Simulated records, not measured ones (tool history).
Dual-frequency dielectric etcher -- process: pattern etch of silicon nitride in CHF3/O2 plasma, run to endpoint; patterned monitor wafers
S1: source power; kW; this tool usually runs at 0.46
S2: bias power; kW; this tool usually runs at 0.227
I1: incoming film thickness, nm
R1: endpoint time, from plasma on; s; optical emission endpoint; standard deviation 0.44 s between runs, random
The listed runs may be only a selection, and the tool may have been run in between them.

run,hour,S1,S2,I1,R1
1,0,0.46,0.256,102.5,66.6
2,55.6,0.51,0.227,103.3,66
3,100.3,0.51,0.227,103,64.5
4,218.3,0.51,0.227,103.7,65.1
# hour 228.7: source power generator calibrated
5,272.3,0.46,0.227,105,66.8
# hour 336: wet clean of the chamber
6,336.5,0.46,0.227,103.6,68.1
7,370.7,0.55,0.267,104.5,63.4
8,402.4,0.55,0.267,102.9,61.5
9,464.7,0.53,0.245,103.3,63.8
10,497.8,0.53,0.245,104.5,65.4
11,557.4,0.51,0.242,104,64.4
12,616.1,0.36,0.267,103.8,68.3
13,779.3,0.38,0.227,103.5,68.7
# hour 803.3: bias power generator calibrated
14,848.7,0.55,0.277,103.6,58.8
# hour 889.9: upper electrode replaced
# hour 910.1: wet clean of the chamber
15,920.2,0.39,0.177,104,74.7
16,988.3,0.57,0.227,103.1,64.8
17,1051.8,0.46,0.227,103.5,66.9
18,1096.5,0.46,0.227,103.5,66.9
19,1135.1,0.46,0.189,103,69.5
20,1206.8,0.37,0.227,104.3,71.5
21,1276.9,0.53,0.227,102.7,63.4
22,1316.3,0.58,0.253,104,60.8
23,1346.4,0.46,0.197,103.2,67.7
# hour 1421.5: wet clean of the chamber
24,1422,0.46,0.207,104.2,71.1
25,1460.5,0.53,0.203,103.2,66.8
26,1523.4,0.36,0.267,103.5,69.5
27,1593.6,0.46,0.227,102.9,67.4
28,1766.1,0.46,0.227,104,66.2
29,1821.2,0.41,0.25,103.9,66.3
30,1846.2,0.41,0.227,103.2,67.5
31,1890,0.53,0.25,104.4,62.8
32,1918.3,0.46,0.201,105.6,67.7
33,1947.5,0.46,0.194,103.4,67.5
# hour 1985.9: wet clean of the chamber
34,1986.4,0.53,0.211,103,66.4

A few steps of R1 between consecutive runs. Split each: what settings, incoming material and random variation would produce without the hidden state, and what is left over for the hidden state, along with gauge scatter present in only one of the two compared results (measured, and without hidden state):
Unlogged tool condition in this case: etch rate over this chamber's usual, %; source power that arrives over what is set, %; bias power that arrives over what is set, %.
Run 13 -> 14: S1 0.38 -> 0.55, S2 0.227 -> 0.277, bias power generator calibrated. R1 -9.9 s: hidden state +0, all else -9.9.
Run 14 -> 15: S1 0.55 -> 0.39, S2 0.277 -> 0.177, upper electrode replaced, wet clean of the chamber. R1 +15.9 s: hidden state +3.4, all else +12.5.
Run 15 -> 16: S1 0.39 -> 0.57, S2 0.177 -> 0.227. R1 -9.9 s: hidden state -0.4, all else -9.5.
Run 23 -> 24: S2 0.197 -> 0.207, wet clean of the chamber. R1 +3.4 s: hidden state +2.8, all else +0.6.
Run 33 -> 34: S1 0.46 -> 0.53, S2 0.194 -> 0.211, wet clean of the chamber. R1 -1.1 s: hidden state +3.8, all else -4.9.

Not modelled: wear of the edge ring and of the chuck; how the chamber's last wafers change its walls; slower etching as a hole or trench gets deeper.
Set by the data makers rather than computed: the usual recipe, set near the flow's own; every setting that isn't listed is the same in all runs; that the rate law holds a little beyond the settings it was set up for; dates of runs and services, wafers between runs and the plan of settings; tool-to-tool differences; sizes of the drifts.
